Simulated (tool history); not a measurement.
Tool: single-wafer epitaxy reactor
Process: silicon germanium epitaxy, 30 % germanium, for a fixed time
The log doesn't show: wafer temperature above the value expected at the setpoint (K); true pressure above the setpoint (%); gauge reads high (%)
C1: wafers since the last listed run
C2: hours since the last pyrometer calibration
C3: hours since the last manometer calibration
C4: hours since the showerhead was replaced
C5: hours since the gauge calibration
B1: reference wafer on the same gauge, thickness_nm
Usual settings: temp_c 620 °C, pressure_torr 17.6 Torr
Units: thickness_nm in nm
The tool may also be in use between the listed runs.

{"run": 1, "day": 0.0, "temp_c": 620, "pressure_torr": 16.5, "C1": 0, "C2": 901.2, "C3": 2357.3, "C4": 4045, "C5": 221.5, "B1": 75.993, "thickness_nm": 68.429}
{"run": 2, "day": 1.471, "temp_c": 614, "pressure_torr": 20.9, "C1": 988, "C2": 936.5, "C3": 2392.6, "C4": 4080.3, "C5": 256.8, "B1": 75.87, "thickness_nm": 67.214}
{"run": 3, "day": 2.021, "temp_c": 614, "pressure_torr": 20.9, "C1": 369, "C2": 949.7, "C3": 2405.8, "C4": 4093.5, "C5": 270, "B1": 75.873, "thickness_nm": 66.828}
{"run": 4, "day": 2.712, "temp_c": 628, "pressure_torr": 17.6, "C1": 464, "C2": 966.3, "C3": 2422.4, "C4": 4110.1, "C5": 286.6, "B1": 75.89, "thickness_nm": 78.547}
{"run": 5, "day": 3.904, "temp_c": 628, "pressure_torr": 17.6, "C1": 800, "C2": 994.9, "C3": 2451, "C4": 4138.7, "C5": 315.2, "B1": 75.991, "thickness_nm": 78.686}
{"run": 6, "day": 5.042, "temp_c": 628, "pressure_torr": 17.6, "C1": 764, "C2": 1022.2, "C3": 2478.3, "C4": 4166, "C5": 342.5, "B1": 75.918, "thickness_nm": 78.21}
{"run": 7, "day": 6.379, "temp_c": 624, "pressure_torr": 17.6, "C1": 898, "C2": 1054.3, "C3": 2510.4, "C4": 4198.1, "C5": 374.6, "B1": 75.805, "thickness_nm": 73.545}
{"run": 8, "day": 7.617, "temp_c": 624, "pressure_torr": 17.6, "C1": 831, "C2": 1084, "C3": 2540.1, "C4": 4227.8, "C5": 404.3, "B1": 75.906, "thickness_nm": 74.406}
{"day": 9.625, "done": "gauge calibrated"}
{"day": 10.821, "done": "capacitance manometer re-zeroed and calibrated"}
{"day": 11.317, "done": "pyrometer calibrated"}
{"run": 9, "day": 11.338, "temp_c": 617, "pressure_torr": 15.7, "C1": 2052, "C2": 0.5, "C3": 12.4, "C4": 4317.1, "C5": 41.1, "B1": 75.924, "thickness_nm": 61.932}
{"run": 10, "day": 12.492, "temp_c": 610, "pressure_torr": 16.4, "C1": 775, "C2": 28.2, "C3": 40.1, "C4": 4344.8, "C5": 68.8, "B1": 75.8, "thickness_nm": 56.407}
{"run": 11, "day": 13.621, "temp_c": 610, "pressure_torr": 16.4, "C1": 758, "C2": 55.3, "C3": 67.2, "C4": 4371.9, "C5": 95.9, "B1": 75.877, "thickness_nm": 55.876}
{"day": 15.008, "done": "showerhead replaced"}
{"run": 12, "day": 15.029, "temp_c": 627, "pressure_torr": 17.6, "C1": 722, "C2": 89.1, "C3": 101, "C4": 0.5, "C5": 129.7, "B1": 75.955, "thickness_nm": 74.466}
{"run": 13, "day": 15.467, "temp_c": 627, "pressure_torr": 17.6, "C1": 293, "C2": 99.6, "C3": 111.5, "C4": 11, "C5": 140.2, "B1": 75.777, "thickness_nm": 74.524}
{"run": 14, "day": 16.562, "temp_c": 620, "pressure_torr": 17.6, "C1": 736, "C2": 125.9, "C3": 137.8, "C4": 37.3, "C5": 166.5, "B1": 76.043, "thickness_nm": 66.935}
{"day": 17.171, "done": "pyrometer calibrated, repeated, since the last time left the tool worse"}
{"run": 15, "day": 17.742, "temp_c": 626, "pressure_torr": 13.5, "C1": 568, "C2": 13.7, "C3": 166.1, "C4": 65.6, "C5": 194.8, "B1": 76.012, "thickness_nm": 72.18}
{"run": 16, "day": 19.104, "temp_c": 620, "pressure_torr": 17.6, "C1": 915, "C2": 46.4, "C3": 198.8, "C4": 98.3, "C5": 227.5, "B1": 75.992, "thickness_nm": 71.376}
{"run": 17, "day": 20.375, "temp_c": 627, "pressure_torr": 20.3, "C1": 853, "C2": 76.9, "C3": 229.3, "C4": 128.8, "C5": 258, "B1": 75.951, "thickness_nm": 83.029}
{"run": 18, "day": 21.1, "temp_c": 634, "pressure_torr": 15.8, "C1": 487, "C2": 94.3, "C3": 246.7, "C4": 146.2, "C5": 275.4, "B1": 75.838, "thickness_nm": 85.227}
{"run": 19, "day": 22.504, "temp_c": 620, "pressure_torr": 17.6, "C1": 943, "C2": 128, "C3": 280.4, "C4": 179.9, "C5": 309.1, "B1": 75.954, "thickness_nm": 70.883}
{"run": 20, "day": 23.204, "temp_c": 609, "pressure_torr": 19.4, "C1": 470, "C2": 144.8, "C3": 297.2, "C4": 196.7, "C5": 325.9, "B1": 75.866, "thickness_nm": 61.682}
{"run": 21, "day": 23.95, "temp_c": 633, "pressure_torr": 15.8, "C1": 501, "C2": 162.7, "C3": 315.1, "C4": 214.6, "C5": 343.8, "B1": 75.874, "thickness_nm": 83.232}
{"run": 22, "day": 24.65, "temp_c": 627, "pressure_torr": 15.6, "C1": 470, "C2": 179.5, "C3": 331.9, "C4": 231.4, "C5": 360.6, "B1": 76.043, "thickness_nm": 75.952}
{"run": 23, "day": 25.917, "temp_c": 611, "pressure_torr": 15.7, "C1": 851, "C2": 209.9, "C3": 362.3, "C4": 261.8, "C5": 391, "B1": 75.894, "thickness_nm": 59.484}

Forecast run 24:
{"run": 24, "day": 26.425, "temp_c": 633, "pressure_torr": 19.2, "C1": 341, "C2": 222.1, "C3": 374.5, "C4": 274, "C5": 403.2, "B1": "?", "thickness_nm": "?"}

{"run 24": {"B1": 75.927, "thickness_nm": 89.789}}
Without the tool's hidden state the same run would have given thickness_nm 91.281 nm.

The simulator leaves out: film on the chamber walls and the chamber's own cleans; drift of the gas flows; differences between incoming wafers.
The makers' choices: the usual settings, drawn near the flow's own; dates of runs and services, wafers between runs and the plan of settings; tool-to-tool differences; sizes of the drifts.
